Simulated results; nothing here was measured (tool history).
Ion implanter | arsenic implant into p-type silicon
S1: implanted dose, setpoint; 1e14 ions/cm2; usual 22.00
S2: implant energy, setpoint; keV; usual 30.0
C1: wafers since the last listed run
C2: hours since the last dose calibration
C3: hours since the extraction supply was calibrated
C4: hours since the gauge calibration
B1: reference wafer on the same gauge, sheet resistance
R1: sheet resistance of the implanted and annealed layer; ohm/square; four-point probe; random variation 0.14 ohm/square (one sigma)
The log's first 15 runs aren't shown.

run	hour	S1	S2	C1	C2	C3	C4	B1	R1
16	409.4	24.49	30.0	683	2388.4	2822.4	139.6	82.17	89.90
17	428.8	18.37	30.0	376	2407.8	2841.8	159.0	82.19	94.72
18	448.7	22.00	30.0	386	2427.7	2861.7	178.9	82.20	91.37
19	461.2	22.00	30.0	242	2440.2	2874.2	191.4	82.18	91.35
20	477.2	22.00	30.0	310	2456.2	2890.2	207.4	82.22	91.26
21	511.8	17.47	30.0	672	2490.8	2924.8	242.0	82.26	96.10
22	535.9	22.00	30.0	468	2514.9	2948.9	266.1	82.21	91.07
23	558.2	16.68	36.5	433	2537.2	2971.2	288.4	82.16	90.22
# hour 578.6: Faraday cup replaced and dose calibrated
24	597.4	17.62	39.0	606	18.8	3010.4	327.6	82.23	86.67
25	616.6	16.55	35.5	373	38.0	3029.6	346.8	82.26	91.44
# hour 658.4: extraction supply calibrated
26	658.9	28.00	24.0	666	80.3	0.5	389.1	82.18	99.37
27	669.5	22.00	25.5	205	90.9	11.1	399.7	82.16	99.79

Run 28 comes next. What will it give?
28	688.0	22.00	30.0	359	109.4	29.6	418.2	?	?

{"run 28": {"B1": 82.23, "R1": 93.22}}
Without the tool's hidden state the same run would have given R1 93.28 ohm/square.
